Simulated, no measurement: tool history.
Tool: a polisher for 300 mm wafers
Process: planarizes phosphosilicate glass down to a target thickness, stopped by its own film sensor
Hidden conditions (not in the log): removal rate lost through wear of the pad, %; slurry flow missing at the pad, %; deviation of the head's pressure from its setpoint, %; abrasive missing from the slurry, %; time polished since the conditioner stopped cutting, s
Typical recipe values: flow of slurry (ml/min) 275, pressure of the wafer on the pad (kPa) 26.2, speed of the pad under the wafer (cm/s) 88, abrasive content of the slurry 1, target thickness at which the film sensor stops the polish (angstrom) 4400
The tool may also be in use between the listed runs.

run	day	flow of slurry (ml/min)	pressure of the wafer on the pad (kPa)	speed of the pad under the wafer (cm/s)	abrasive content of the slurry	target thickness at which the film sensor stops the polish (angstrom)	wafers since the last listed run	wafers polished on this pad	hours since the slurry nozzle was cleaned	hours since the head pressure was calibrated	hours since the slurry blender was calibrated	hours since the conditioning disc was replaced	incoming thickness of the incoming film, nm	time until the film sensor stopped the polish (s)
1	0	275	26.2	88	1	4400	0	1989	365.8	335.9	152	284.5	1146.7	90.1
# day 2.233: slurry nozzle cleaned
2	2.933	275	26.2	88	1	4400	724	2713	16.8	406.3	222.4	354.9	1150.4	92.4
3	5.138	250	26.2	88	1	4400	552	3266	69.7	459.2	275.3	407.8	1140.3	91.3
# day 6.154: conditioning disc replaced and pad reconditioned
# day 6.467: worn pad replaced by a new one
4	9.275	250	26.2	88	1	4400	974	703	169	558.5	374.6	74.9	1147.1	88.9
# day 9.475: slurry blender recalibrated
5	11.817	250	26.2	88	1	4400	615	1319	230	619.5	56.2	135.9	1134.5	88.1
6	15.367	275	26.2	88	1	4400	889	2209	315.2	704.7	141.4	221.1	1153.3	91.2
7	17.454	275	26.2	88	1	4400	523	2732	365.3	754.8	191.5	271.2	1164.5	93
# day 20.067: slurry nozzle cleaned
8	21.767	275	26.2	88	1	4400	1070	3802	40.8	858.3	295	374.7	1159.8	92.4
# day 23.308: worn pad replaced by a new one
9	23.371	275	26.2	88	1	4400	360	15	79.3	896.8	333.5	413.2	1156.3	91.6
# day 23.612: conditioning disc replaced and pad reconditioned
10	24.962	275	26.2	88	1	4400	377	393	117.5	935	371.7	32.4	1153.3	88.9
# day 25.612: slurry blender recalibrated
11	28.846	275	26.2	88	1	4400	952	1345	210.7	1028.2	77.6	125.6	1154.2	91.1
# day 35.471: slurry nozzle cleaned
# day 36.912: worn pad replaced by a new one
# day 38.938: head pressure recalibrated
# day 40.038: slurry blender recalibrated
# day 41.221: conditioning disc replaced and pad reconditioned
12	42.012	275	29.6	118	1	4400	3184	1215	157	73.8	47.4	19	1160.6	62.7
13	45.996	275	26.2	88	1	4400	998	2213	252.6	169.4	143	114.6	1160.3	92.8
14	49.417	275	31.7	88	0.9	4400	857	3070	334.7	251.5	225.1	196.7	1166.3	82.1
# day 49.521: slurry nozzle cleaned
# day 50.767: worn pad replaced by a new one
15	52.571	275	26.2	88	1	4400	738	451	73.2	327.2	300.8	272.4	1132.5	88
# day 55.833: slurry blender recalibrated
# day 55.992: conditioning disc replaced and pad reconditioned
16	56.921	220	26.2	88	1	4400	1048	1500	177.6	431.6	26.1	22.3	1154.2	90.2
# day 64.796: slurry nozzle cleaned
17	66.488	275	18.6	88	1	4400	2386	3886	40.6	661.2	255.7	251.9	1139.9	123.9
18	68.1	275	17.9	88	1	4400	404	4290	79.3	699.9	294.4	290.6	1161.3	132.1
# day 68.771: worn pad replaced by a new one
# day 69.683: conditioning disc replaced and pad reconditioned
19	71.517	275	34.5	88	1	6330	793	667	161.3	781.9	376.4	44	1138.6	48.8
# day 72.717: slurry blender recalibrated
20	75.758	275	18.6	88	1	4400	1041	1709	263.1	883.7	73	145.8	1142.4	123.1
21	79.588	335	26.2	80	0.85	4400	959	2668	355	975.6	164.9	237.7	1154.8	104.1

Predict each of these 4 candidate next runs independently; none follows another, all start after run 21:
A	79.608	275	26.2	88	0.9	4400	5	2673	355.5	976.1	165.4	238.2	1151	?
B	79.608	345	26.2	88	1	4400	5	2673	355.5	976.1	165.4	238.2	1151	?
C	79.608	345	20	88	0.85	2320	5	2673	355.5	976.1	165.4	238.2	1151	?
D	79.608	300	17.2	88	1	4400	5	2673	355.5	976.1	165.4	238.2	1151	?

run	time until the film sensor stopped the polish (s)
A	94.8
B	89.2
C	159.4
D	132.9
Take away the tool's hidden state, keep each run's random variation, and the runs would have read:
run	time until the film sensor stopped the polish (s)
A	91.1
B	85.7
C	154.4
D	129.2

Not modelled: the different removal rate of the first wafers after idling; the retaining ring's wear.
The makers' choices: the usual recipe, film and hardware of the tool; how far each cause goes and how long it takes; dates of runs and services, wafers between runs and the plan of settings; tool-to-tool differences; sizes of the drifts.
